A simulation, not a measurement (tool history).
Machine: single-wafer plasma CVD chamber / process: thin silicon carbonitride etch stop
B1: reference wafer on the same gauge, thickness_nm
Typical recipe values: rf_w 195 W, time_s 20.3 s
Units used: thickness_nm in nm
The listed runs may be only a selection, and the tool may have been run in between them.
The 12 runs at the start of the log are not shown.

run 13 day=5.038 | rf_w=195 time_s=20.3 | B1=12.197 | thickness_nm=10.6
run 14 day=5.671 | rf_w=175 time_s=23.8 | B1=12.198 | thickness_nm=11.968
run 15 day=6.242 | rf_w=195 time_s=20.3 | B1=12.2 | thickness_nm=10.604
-- day=6.508 gauge calibrated
run 16 day=6.642 | rf_w=210 time_s=20.3 | B1=12.203 | thickness_nm=10.858
run 17 day=7.675 | rf_w=195 time_s=17.2 | B1=12.196 | thickness_nm=8.967
run 18 day=8.108 | rf_w=215 time_s=18.3 | B1=12.206 | thickness_nm=9.874
run 19 day=8.612 | rf_w=235 time_s=18.7 | B1=12.199 | thickness_nm=10.407
-- day=9.088 thermocouple changed; heater temperature recalibrated
run 20 day=9.108 | rf_w=195 time_s=20.3 | B1=12.196 | thickness_nm=10.584
run 21 day=9.204 | rf_w=180 time_s=16.9 | B1=12.21 | thickness_nm=8.572
-- day=9.542 showerhead replaced, of another model than before
run 22 day=10.971 | rf_w=195 time_s=17.4 | B1=12.194 | thickness_nm=9.052
run 23 day=11.571 | rf_w=215 time_s=17.9 | B1=12.201 | thickness_nm=9.593
run 24 day=12.221 | rf_w=230 time_s=20.3 | B1=12.205 | thickness_nm=11.092
run 25 day=12.475 | rf_w=230 time_s=23.7 | B1=12.197 | thickness_nm=12.922
run 26 day=13.117 | rf_w=180 time_s=21.7 | B1=12.209 | thickness_nm=11.045
run 27 day=13.708 | rf_w=180 time_s=23.1 | B1=12.186 | thickness_nm=11.782
run 28 day=14.408 | rf_w=195 time_s=20.3 | B1=12.195 | thickness_nm=10.593
run 29 day=14.796 | rf_w=195 time_s=24.3 | B1=12.204 | thickness_nm=12.658
run 30 day=15.462 | rf_w=165 time_s=18.5 | B1=12.187 | thickness_nm=9.183
run 31 day=15.875 | rf_w=195 time_s=20.3 | B1=12.202 | thickness_nm=10.56

What will run 32 give?
run 32 day=16.579 | rf_w=180 time_s=24.2 | B1=? | thickness_nm=?

{"run 32": {"B1": 12.198, "thickness_nm": 12.359}}
If the tool had no hidden condition, the same run with the same run-to-run variation would have returned thickness_nm 12.391 nm.
